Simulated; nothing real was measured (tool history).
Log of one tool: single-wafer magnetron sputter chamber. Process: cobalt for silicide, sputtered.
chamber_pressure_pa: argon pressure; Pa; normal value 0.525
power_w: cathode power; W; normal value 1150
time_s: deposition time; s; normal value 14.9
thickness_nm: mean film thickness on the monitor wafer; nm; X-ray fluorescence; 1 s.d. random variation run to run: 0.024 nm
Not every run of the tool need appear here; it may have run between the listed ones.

| run | hour | chamber_pressure_pa | power_w | time_s | read-back reference wafer on the same gauge, thickness_nm | thickness_nm |
|---|---|---|---|---|---|---|
| 1 | 0 | 0.525 | 1150 | 14.9 | 6.218 | 7.526 |
| 2 | 14.4 | 0.525 | 1150 | 14.9 | 6.224 | 7.495 |
| 3 | 40.7 | 0.525 | 1150 | 14.9 | 6.222 | 7.525 |
| 4 | 76.3 | 0.525 | 1150 | 14.9 | 6.213 | 7.516 |
| 5 | 98 | 0.525 | 1000 | 15.8 | 6.209 | 6.952 |
| 6 | 128.4 | 0.525 | 1150 | 14.9 | 6.217 | 7.55 |
| 7 | 163.2 | 0.472 | 1150 | 14.9 | 6.215 | 7.675 |
|  | 191.2 | sputter target and shields replaced |
| 8 | 194 | 0.472 | 1150 | 14.9 | 6.218 | 7.682 |
| 9 | 212 | 0.472 | 1150 | 14.9 | 6.216 | 7.693 |
|  | 233.5 | gauge calibrated |
| 10 | 245.9 | 0.525 | 1150 | 14.9 | 6.229 | 7.552 |
|  | 273.4 | capacitance manometer re-zeroed and calibrated |
| 11 | 273.9 | 0.525 | 1150 | 14.9 | 6.221 | 7.547 |
| 12 | 301.1 | 0.612 | 1050 | 16.1 | 6.217 | 7.202 |
| 13 | 316.6 | 0.525 | 1150 | 14.9 | 6.223 | 7.479 |
| 14 | 339.9 | 0.347 | 1150 | 16.8 | 6.224 | 9.069 |
| 15 | 361.8 | 0.525 | 1250 | 14.9 | 6.218 | 8.125 |
| 16 | 383.4 | 0.672 | 1000 | 16.2 | 6.22 | 6.717 |
| 17 | 396.2 | 0.525 | 1150 | 14.9 | 6.223 | 7.479 |
| 18 | 429.3 | 0.525 | 1150 | 14.9 | 6.213 | 7.523 |
|  | 442.4 | sputter target and shields replaced |
|  | 453.7 | magnet pack replaced |
| 19 | 458.4 | 0.525 | 1150 | 14.9 | 6.212 | 7.479 |
| 20 | 486.7 | 0.659 | 1150 | 14.9 | 6.22 | 7.158 |
| 21 | 522.6 | 0.525 | 1150 | 14.9 | 6.216 | 7.502 |
| 22 | 540.6 | 0.525 | 1400 | 14.9 | 6.217 | 9.137 |
| 23 | 572.3 | 0.696 | 1150 | 14.9 | 6.219 | 7.097 |

List, for all runs, the conditions of the tool that the log does not record:
deposition rate above that of a new target (%): 0, the same for each run
true argon pressure above the setpoint (%): 0, the same for each run
gauge reads high (%): 0, the same for each run

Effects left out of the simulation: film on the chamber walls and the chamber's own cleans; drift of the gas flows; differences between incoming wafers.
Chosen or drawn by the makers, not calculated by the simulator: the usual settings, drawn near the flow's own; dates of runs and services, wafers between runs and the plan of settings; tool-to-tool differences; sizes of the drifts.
